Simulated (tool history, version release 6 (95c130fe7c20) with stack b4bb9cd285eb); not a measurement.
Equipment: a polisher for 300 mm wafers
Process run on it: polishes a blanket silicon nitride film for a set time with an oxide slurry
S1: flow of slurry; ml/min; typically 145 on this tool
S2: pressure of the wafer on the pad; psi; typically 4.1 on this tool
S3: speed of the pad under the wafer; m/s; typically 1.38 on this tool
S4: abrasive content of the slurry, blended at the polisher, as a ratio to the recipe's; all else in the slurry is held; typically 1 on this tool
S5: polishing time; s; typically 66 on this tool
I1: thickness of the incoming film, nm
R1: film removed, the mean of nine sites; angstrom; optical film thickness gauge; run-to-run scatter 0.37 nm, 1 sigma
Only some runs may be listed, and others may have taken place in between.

| run | hour | S1 | S2 | S3 | S4 | S5 | I1 | R1 |
|---|---|---|---|---|---|---|---|---|
| 1 | 0 | 145 | 3.3 | 1.38 | 1 | 66 | 409.2 | 426 |
| 2 | 23.1 | 145 | 3.3 | 1.38 | 1 | 66 | 411.8 | 431 |
|  | 29.4 | worn pad replaced by a new one |
| 3 | 36.2 | 170 | 4.1 | 1.38 | 1 | 66 | 415 | 511 |
| 4 | 61.7 | 170 | 4.1 | 1.38 | 1 | 66 | 407.6 | 514 |
| 5 | 77.4 | 170 | 4.1 | 1.38 | 1 | 66 | 413.6 | 511 |
|  | 89.4 | conditioning disc replaced and pad reconditioned |
|  | 112 | worn pad replaced by a new one |
| 6 | 126.2 | 145 | 4.4 | 1.58 | 1 | 66 | 406.3 | 580 |
|  | 154.1 | head pressure recalibrated |
| 7 | 159.7 | 145 | 4.4 | 1.58 | 1 | 66 | 411.3 | 579 |
| 8 | 193.6 | 145 | 4.4 | 1.58 | 1 | 66 | 401.2 | 572 |
|  | 202.8 | worn pad replaced by a new one |
|  | 223.5 | conditioning disc replaced and pad reconditioned |
|  | 223.8 | slurry nozzle cleaned |
| 9 | 224.3 | 105 | 3.7 | 1.38 | 1 | 66 | 411.4 | 418 |
| 10 | 238 | 165 | 3.1 | 1.38 | 0.8 | 66 | 410.9 | 349 |
| 11 | 262.8 | 145 | 2.8 | 1.38 | 1 | 66 | 405.9 | 361 |
|  | 280.7 | slurry blender recalibrated |
| 12 | 282.7 | 145 | 3.4 | 1.78 | 1 | 66 | 412.5 | 554 |
|  | 296.8 | worn pad replaced by a new one |
| 13 | 314.1 | 145 | 4.1 | 1.38 | 1 | 66 | 411.3 | 516 |
| 14 | 342.3 | 145 | 4.7 | 1.38 | 1 | 66 | 408.3 | 581 |
|  | 357.9 | conditioning disc replaced and pad reconditioned |
| 15 | 368.2 | 145 | 4.1 | 1.38 | 1 | 66 | 405.8 | 512 |
|  | 390 | worn pad replaced by a new one |
| 16 | 400.8 | 125 | 2.7 | 1.38 | 1 | 66 | 408.5 | 362 |
| 17 | 430.1 | 125 | 4.1 | 1.38 | 1 | 66 | 404.5 | 492 |
| 18 | 464.3 | 145 | 3.7 | 1.38 | 1 | 66 | 412.6 | 469 |

Alternative continuations, all from the tool just after run 18; predict every row:
| A | 464.8 | 145 | 4.1 | 1.38 | 1 | 54 | 412 | ? |
| B | 464.8 | 145 | 4.1 | 1.7 | 1 | 66 | 412 | ? |
| C | 464.8 | 100 | 2.8 | 0.98 | 1.1 | 66 | 412 | ? |

| run | R1 |
|---|---|
| A | 411 |
| B | 594 |
| C | 275 |
Without the tool's unlogged condition, the same runs would have read:
| run | R1 |
|---|---|
| A | 427 |
| B | 616 |
| C | 285 |
